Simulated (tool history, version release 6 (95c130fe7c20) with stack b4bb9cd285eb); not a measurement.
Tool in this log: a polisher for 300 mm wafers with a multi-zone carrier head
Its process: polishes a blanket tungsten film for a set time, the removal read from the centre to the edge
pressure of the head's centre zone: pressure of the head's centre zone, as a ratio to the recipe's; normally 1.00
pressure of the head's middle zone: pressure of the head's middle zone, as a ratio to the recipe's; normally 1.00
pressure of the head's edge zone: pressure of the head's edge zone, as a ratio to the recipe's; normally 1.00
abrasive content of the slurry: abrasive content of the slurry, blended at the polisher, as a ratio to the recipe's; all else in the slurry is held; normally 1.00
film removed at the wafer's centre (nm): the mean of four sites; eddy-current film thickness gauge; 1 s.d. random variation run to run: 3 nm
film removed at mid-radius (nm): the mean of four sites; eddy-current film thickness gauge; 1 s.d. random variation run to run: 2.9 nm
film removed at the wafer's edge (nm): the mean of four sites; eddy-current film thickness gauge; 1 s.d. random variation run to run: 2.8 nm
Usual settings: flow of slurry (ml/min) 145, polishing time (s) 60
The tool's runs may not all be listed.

run	hour	flow of slurry (ml/min)	pressure of the head's centre zone	pressure of the head's middle zone	pressure of the head's edge zone	abrasive content of the slurry	polishing time (s)	incoming thickness of the incoming film, nm	film removed at the wafer's centre (nm)	film removed at mid-radius (nm)	film removed at the wafer's edge (nm)
1	0.0	130	1.00	1.00	1.00	1.00	60	808.4	231.1	219.6	226.2
2	17.3	145	1.00	1.00	1.00	1.00	60	803.9	233.7	226.0	232.5
# hour 33.8: worn pad replaced by a new one
3	38.1	145	1.00	1.00	1.00	1.00	60	813.1	252.5	245.3	245.8
4	71.0	145	1.00	1.00	1.00	1.00	60	798.2	241.1	229.7	245.6
# hour 92.0: centre zone pressure recalibrated
5	101.8	145	1.00	1.00	1.00	1.00	60	798.8	236.5	227.3	236.1
# hour 108.7: carrier head's membrane replaced by a new one
6	120.4	145	1.00	1.00	1.00	1.00	49	810.4	187.4	183.9	190.7
# hour 149.3: worn pad replaced by a new one
7	150.7	115	1.00	1.00	1.03	1.00	60	813.8	240.0	232.5	247.3
8	168.7	145	1.04	1.00	1.00	1.00	60	799.0	254.5	237.5	249.0
9	181.9	110	1.00	1.00	1.09	0.90	60	795.2	220.4	211.7	237.8
10	201.1	145	1.00	1.00	0.96	1.00	60	806.1	235.7	224.6	235.6
11	213.4	145	1.08	1.00	0.95	1.15	71	795.3	313.3	280.2	282.8
12	238.7	145	1.00	1.00	1.00	1.00	60	810.7	235.5	222.6	238.7
# hour 243.1: slurry nozzle cleaned
# hour 243.7: edge zone pressure recalibrated
13	250.8	100	1.08	0.91	1.00	1.20	60	793.2	234.4	197.4	229.8
14	266.7	145	1.00	1.00	1.00	1.00	60	811.1	230.5	226.7	232.7
# hour 274.8: worn pad replaced by a new one
15	281.2	145	1.00	0.96	0.92	1.25	77	805.9	335.0	314.1	329.8
16	316.2	145	1.11	1.00	1.04	1.10	68	810.6	300.4	266.4	280.9
17	329.0	145	1.00	1.00	1.00	1.00	60	807.7	242.7	231.0	232.9
18	352.2	165	1.00	1.00	1.00	1.00	60	812.9	239.4	234.6	236.9
19	367.8	145	1.00	1.00	1.07	1.00	60	791.9	233.0	224.9	244.3
# hour 385.9: worn pad replaced by a new one
20	390.9	145	1.00	1.00	1.00	1.00	60	800.8	248.4	244.1	249.9

Below, some changes in film removed at the wafer's centre (nm) between adjacent runs. For each, the amount present without the hidden state too (settings, incoming material, random variation) and the amount remaining for the hidden state with gauge scatter not shared by both compared results:
Unlogged tool condition in this case: removal rate lost through wear of the pad, %; slurry flow missing at the pad, %; deviation of the centre zone's pressure from its setpoint, %; deviation of the edge zone's pressure from its setpoint, %.
Run 2 -> 3: worn pad replaced by a new one. film removed at the wafer's centre (nm) +18.8: hidden state +17.4, all else +1.4.
Run 11 -> 12: pressure of the head's centre zone 1.08 -> 1.00, pressure of the head's edge zone 0.95 -> 1.00, abrasive content of the slurry 1.15 -> 1.00, polishing time (s) 71 -> 60. film removed at the wafer's centre (nm) -77.8: hidden state +4.0, all else -81.8.
Run 14 -> 15: pressure of the head's middle zone 1.00 -> 0.96, pressure of the head's edge zone 1.00 -> 0.92, abrasive content of the slurry 1.00 -> 1.25, polishing time (s) 60 -> 77, worn pad replaced by a new one. film removed at the wafer's centre (nm) +104.5: hidden state +15.1, all else +89.4.
Run 19 -> 20: pressure of the head's edge zone 1.07 -> 1.00, worn pad replaced by a new one. film removed at the wafer's centre (nm) +15.4: hidden state +16.8, all else -1.4.
